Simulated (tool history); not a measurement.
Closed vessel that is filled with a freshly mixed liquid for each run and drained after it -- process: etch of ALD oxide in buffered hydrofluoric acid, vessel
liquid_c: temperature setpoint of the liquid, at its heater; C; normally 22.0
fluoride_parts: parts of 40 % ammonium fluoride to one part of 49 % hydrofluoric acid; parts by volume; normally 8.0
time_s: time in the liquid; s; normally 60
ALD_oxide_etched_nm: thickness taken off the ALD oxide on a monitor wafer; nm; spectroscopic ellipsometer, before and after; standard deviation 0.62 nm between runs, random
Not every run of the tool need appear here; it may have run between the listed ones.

| run | day | liquid_c | fluoride_parts | time_s | wafers since the last listed run | hours since the thermometer was replaced | hours since the hydrofluoric acid flow meter was replaced | hours since the gauge calibration | read-back film thickness of the ALD oxide reference wafer, read on the same gauge (nm) | ALD_oxide_etched_nm |
|---|---|---|---|---|---|---|---|---|---|---|
| 1 | 0.000 | 22.0 | 8.0 | 60 | 0 | 2347.5 | 1022.4 | 213.1 | 139.98 | 157.66 |
| 2 | 1.688 | 22.0 | 8.0 | 60 | 4447 | 2388.0 | 1062.9 | 253.6 | 140.02 | 158.37 |
| 3 | 4.388 | 23.5 | 8.0 | 60 | 7116 | 2452.8 | 1127.7 | 318.4 | 140.03 | 170.15 |
| 4 | 6.829 | 23.5 | 8.0 | 60 | 6435 | 2511.4 | 1186.3 | 377.0 | 140.03 | 169.63 |
| 5 | 8.242 | 18.5 | 8.0 | 60 | 3722 | 2545.3 | 1220.2 | 410.9 | 140.06 | 128.28 |
|  | 10.321 | hydrofluoric acid flow meter replaced |
| 6 | 10.467 | 22.0 | 8.0 | 60 | 5754 | 2598.7 | 3.5 | 464.3 | 139.98 | 167.87 |
| 7 | 12.508 | 22.0 | 8.0 | 60 | 5381 | 2647.7 | 52.5 | 513.3 | 140.00 | 165.12 |
| 8 | 14.704 | 22.0 | 8.0 | 60 | 5787 | 2700.4 | 105.2 | 566.0 | 140.01 | 165.92 |
| 9 | 16.754 | 22.0 | 8.0 | 60 | 5403 | 2749.6 | 154.4 | 615.2 | 140.01 | 165.30 |
| 10 | 18.904 | 18.5 | 8.0 | 60 | 5666 | 2801.2 | 206.0 | 666.8 | 140.00 | 135.44 |
|  | 18.912 | gauge calibrated |
|  | 20.179 | thermometer replaced |
| 11 | 20.854 | 25.5 | 8.0 | 60 | 5029 | 16.2 | 252.8 | 46.6 | 140.02 | 198.39 |
| 12 | 23.796 | 18.5 | 9.5 | 40 | 7753 | 86.8 | 323.4 | 117.2 | 140.01 | 77.07 |
| 13 | 26.554 | 22.0 | 11.0 | 75 | 7270 | 153.0 | 389.6 | 183.4 | 140.00 | 152.66 |
| 14 | 27.746 | 22.0 | 7.0 | 60 | 3140 | 181.6 | 418.2 | 212.0 | 140.01 | 188.36 |
| 15 | 28.921 | 22.0 | 9.0 | 60 | 3097 | 209.8 | 446.4 | 240.2 | 140.01 | 145.02 |
| 16 | 31.167 | 22.0 | 8.0 | 60 | 5919 | 263.7 | 500.3 | 294.1 | 140.01 | 162.53 |

For some of the steps in ALD_oxide_etched_nm from one run to the next: how much would appear even if the tool had no hidden state, given the settings, what came in and random variation, and how much remains for the hidden state plus any gauge scatter that the measured result and the result without hidden state don't share?
Hidden state at play: liquid hotter than its thermometer reads (K); hydrofluoric acid flow below the setpoint (%); gauge reads high (%).
Run 5 -> 6: liquid_c 18.5 -> 22.0, hydrofluoric acid flow meter replaced. ALD_oxide_etched_nm +39.59 nm: hidden state +8.10, all else +31.49.
Run 11 -> 12: liquid_c 25.5 -> 18.5, fluoride_parts 8.0 -> 9.5, time_s 60 -> 40. ALD_oxide_etched_nm -121.32 nm: hidden state +2.61, all else -123.93.

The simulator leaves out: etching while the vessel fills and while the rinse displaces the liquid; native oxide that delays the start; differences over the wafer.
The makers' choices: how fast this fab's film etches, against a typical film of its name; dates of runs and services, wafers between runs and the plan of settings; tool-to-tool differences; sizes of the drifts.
